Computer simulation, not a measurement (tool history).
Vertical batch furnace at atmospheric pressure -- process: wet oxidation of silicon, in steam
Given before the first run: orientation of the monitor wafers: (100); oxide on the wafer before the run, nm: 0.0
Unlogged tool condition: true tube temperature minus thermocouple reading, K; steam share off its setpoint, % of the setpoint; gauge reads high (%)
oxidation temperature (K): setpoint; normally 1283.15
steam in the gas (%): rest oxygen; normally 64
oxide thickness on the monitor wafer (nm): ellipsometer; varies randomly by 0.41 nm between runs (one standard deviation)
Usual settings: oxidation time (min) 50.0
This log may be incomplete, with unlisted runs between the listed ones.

run	hour	oxidation temperature (K)	oxidation time (min)	steam in the gas (%)	wafers since the last listed run	hours since the last temperature calibration	hours since the steam generator was serviced	hours since the gauge calibration	read-back reference wafer on the same gauge, thickness	oxide thickness on the monitor wafer (nm)
1	0.0	1298.15	50.0	64	0	2062.9	2844.4	249.2	244.90	287.73
2	14.0	1298.15	50.0	64	192	2076.9	2858.4	263.2	245.15	288.27
3	30.8	1298.15	50.0	64	231	2093.7	2875.2	280.0	244.93	287.42
4	46.8	1283.15	50.0	64	220	2109.7	2891.2	296.0	244.93	255.50
5	60.8	1283.15	50.0	64	192	2123.7	2905.2	310.0	244.97	255.40
6	98.0	1283.15	50.0	73	512	2160.9	2942.4	347.2	245.06	280.95
7	118.9	1283.15	50.0	73	288	2181.8	2963.3	368.1	245.01	280.29
8	127.6	1292.15	50.0	64	119	2190.5	2972.0	376.8	245.00	274.52
# hour 155.2: steam generator serviced
9	155.7	1292.15	50.0	64	56	2218.6	0.5	404.9	245.01	265.79
10	160.7	1283.15	57.0	64	68	2223.6	5.5	409.9	244.96	271.44
# hour 188.5: thermocouples replaced and temperature profile calibrated
11	189.0	1283.15	57.0	64	59	0.5	33.8	438.2	245.08	271.18
12	194.0	1283.15	50.0	64	68	5.5	38.8	443.2	245.01	247.70
13	198.9	1283.15	50.0	64	60	10.4	43.7	448.1	245.04	247.83
# hour 200.4: gauge calibrated
# hour 222.4: steam generator serviced, repeated, since the last time left the tool worse
14	222.9	1263.15	50.0	64	6	34.4	0.5	22.5	244.98	225.54
15	227.9	1262.15	31.5	60	68	39.4	5.5	27.5	245.05	147.30
16	233.3	1277.15	50.0	71	74	44.8	10.9	32.9	244.88	273.11
17	246.0	1283.15	33.5	64	175	57.5	23.6	45.6	245.07	198.87
18	305.8	1262.15	28.0	75	824	117.3	83.4	105.4	244.97	160.68
19	316.6	1283.15	50.0	64	148	128.1	94.2	116.2	245.13	266.38
20	324.1	1275.15	40.0	64	103	135.6	101.7	123.7	244.95	210.83
21	332.6	1283.15	50.0	64	117	144.1	110.2	132.2	245.05	265.93
22	349.6	1298.15	50.0	64	234	161.1	127.2	149.2	245.05	297.17
23	364.9	1290.15	37.0	75	210	176.4	142.5	164.5	245.05	253.41
24	373.2	1283.15	50.0	64	114	184.7	150.8	172.8	245.07	265.41
25	391.6	1293.15	50.0	64	253	203.1	169.2	191.2	245.02	287.12

Run by run, hidden condition taken away, random variation retained:
run	oxide thickness on the monitor wafer (nm)
1	299.61
2	300.24
3	299.41
4	266.71
5	266.65
6	293.28
7	292.66
8	286.55
9	286.72
10	293.07
11	292.91
12	267.90
13	268.06
14	226.23
15	147.79
16	273.94
17	199.54
18	161.39
19	267.48
20	211.76
21	267.08
22	298.46
23	254.61
24	266.69
25	288.54

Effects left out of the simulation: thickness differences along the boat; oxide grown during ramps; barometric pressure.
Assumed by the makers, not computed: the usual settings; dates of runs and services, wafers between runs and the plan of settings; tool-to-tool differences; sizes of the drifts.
